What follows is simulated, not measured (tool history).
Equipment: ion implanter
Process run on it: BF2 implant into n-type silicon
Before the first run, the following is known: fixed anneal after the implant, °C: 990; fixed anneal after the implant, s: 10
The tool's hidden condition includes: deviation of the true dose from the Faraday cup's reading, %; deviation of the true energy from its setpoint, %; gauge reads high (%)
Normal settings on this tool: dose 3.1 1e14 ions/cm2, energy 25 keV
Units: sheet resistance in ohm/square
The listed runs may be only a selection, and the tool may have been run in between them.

run,hour,dose,energy,wafers since the last listed run,hours since the last dose calibration,hours since the extraction supply was calibrated,hours since the gauge calibration,"read-back reference wafer on the same gauge, sheet resistance",sheet resistance
1,0,3.1,28,0,1518.1,3400,15.5,302.25,341.26
2,57.4,3.43,18.5,915,1575.5,3457.4,72.9,301.77,332.26
3,117.6,3.1,25,960,1635.7,3517.6,133.1,302.23,343.71
4,144.2,3.1,25,424,1662.3,3544.2,159.7,302.06,342.37
5,176.2,2.38,25,510,1694.3,3576.2,191.7,302.08,427.69
6,215.8,2.38,25,631,1733.9,3615.8,231.3,301.97,426.58
7,245.8,3.1,25,478,1763.9,3645.8,261.3,302.5,343.38
8,279.7,3.1,25,540,1797.8,3679.7,295.2,302.05,338.53
# hour 299.9: Faraday cup replaced and dose calibrated
9,309.4,3.1,25,346,9.5,3709.4,324.9,301.95,353.25
10,363.6,3.1,25,864,63.7,3763.6,379.1,301.99,350.73
11,421.1,2.54,25,917,121.2,3821.1,436.6,301.84,416.74
12,446.8,3.1,25,409,146.9,3846.8,462.3,302.48,350.97
# hour 479.3: extraction supply calibrated
13,502.7,3.1,25,764,202.8,23.4,518.2,301.87,353.04
# hour 527: gauge calibrated
14,533.9,3.49,31.5,497,234,54.6,6.9,302.13,314.05
15,584.4,2.29,19,805,284.5,105.1,57.4,302.12,460.94
16,634.8,3.4,21,804,334.9,155.5,107.8,301.82,333.41
17,691.9,3.45,31.5,910,392,212.6,164.9,301.84,314.71
18,730.1,3.1,25,609,430.2,250.8,203.1,302.19,350.02
19,787.3,3.1,17.5,912,487.4,308,260.3,301.9,365.93
20,833.4,2.47,28.5,735,533.5,354.1,306.4,302.09,418.25
21,897.9,2.29,19,1028,598,418.6,370.9,301.74,457.85

What if the next run were any one of these 5? Each begins from the tool's condition after run 21:
A,898.3,3.1,25,6,598.4,419,371.3,?,?
B,898.3,2.76,29,6,598.4,419,371.3,?,?
C,898.3,2.76,29.5,6,598.4,419,371.3,?,?
D,898.3,2.86,18,6,598.4,419,371.3,?,?
E,898.3,3.1,31,6,598.4,419,371.3,?,?

run,"read-back reference wafer on the same gauge, sheet resistance",sheet resistance
A,302.08,350.83
B,302.08,383.19
C,302.08,382.9
D,302.08,386.68
E,302.08,346.05
With the hidden condition removed and each run's random variation left untouched, the same runs would have given:
run,sheet resistance
A,353.16
B,385.8
C,385.52
D,389.09
E,348.48

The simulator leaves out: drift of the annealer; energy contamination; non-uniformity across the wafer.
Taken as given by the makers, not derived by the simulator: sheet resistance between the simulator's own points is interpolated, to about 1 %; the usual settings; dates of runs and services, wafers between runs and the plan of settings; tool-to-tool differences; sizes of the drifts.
